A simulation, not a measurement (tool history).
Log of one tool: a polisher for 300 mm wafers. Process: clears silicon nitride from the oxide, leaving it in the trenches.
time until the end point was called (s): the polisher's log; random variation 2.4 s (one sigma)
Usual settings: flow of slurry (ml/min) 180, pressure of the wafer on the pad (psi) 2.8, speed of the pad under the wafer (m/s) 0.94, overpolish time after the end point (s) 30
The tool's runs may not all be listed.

run,day,flow of slurry (ml/min),pressure of the wafer on the pad (psi),speed of the pad under the wafer (m/s),overpolish time after the end point (s),wafers since the last listed run,wafers polished on this pad,hours since the slurry nozzle was cleaned,hours since the head pressure was calibrated,"incoming thickness of the incoming film, nm",time until the end point was called (s)
1,0,140,2.4,0.94,30,0,731,533,420.8,114.5,194.4
2,0.996,140,2.4,0.94,30,185,916,556.9,444.7,114.5,191.4
# day 2.171: worn pad replaced by a new one
3,2.246,140,2.4,0.94,30,202,13,586.9,474.7,116.3,196
4,3.629,180,2.8,0.94,30,258,272,620.1,507.9,113.1,166.9
5,4.158,180,2.8,0.94,30,98,370,632.8,520.6,114.3,169.8
6,8.575,180,2.8,0.94,30,824,1195,738.8,626.6,113.3,171.5
# day 8.842: worn pad replaced by a new one
7,12.225,180,2.8,0.94,30,650,631,826.4,714.2,113.4,180.2
# day 12.329: slurry nozzle cleaned
8,13.183,180,2.8,0.94,30,171,802,20.5,737.2,114,155
9,14.196,180,2.8,0.94,30,188,991,44.8,761.5,115.9,159.9
# day 14.525: worn pad replaced by a new one
10,15.221,180,2.8,0.94,30,160,130,69.4,786.1,116.9,156.7
11,15.758,180,3.1,0.94,30,100,230,82.3,799,112.8,141.9
12,16.912,180,2.8,0.94,30,215,445,110,826.7,113.8,149.4
13,18.167,200,3.2,0.94,21,234,679,140.1,856.8,115.6,140
14,18.929,180,2.8,0.94,30,142,822,158.4,875.1,116.7,155.5
15,20.1,180,2.8,0.94,46,218,1040,186.5,903.2,116.4,155.2
# day 20.533: worn pad replaced by a new one
# day 20.75: head pressure recalibrated
16,20.771,140,2.4,0.94,30,78,28,202.6,0.5,115.5,184.9

Forecast run 17:
17,22.038,215,2.8,0.8,30,236,265,233,30.9,114.3,?

time until the end point was called (s): 175.7
Without the tool's hidden state the same run would have given time until the end point was called (s) 176.2.
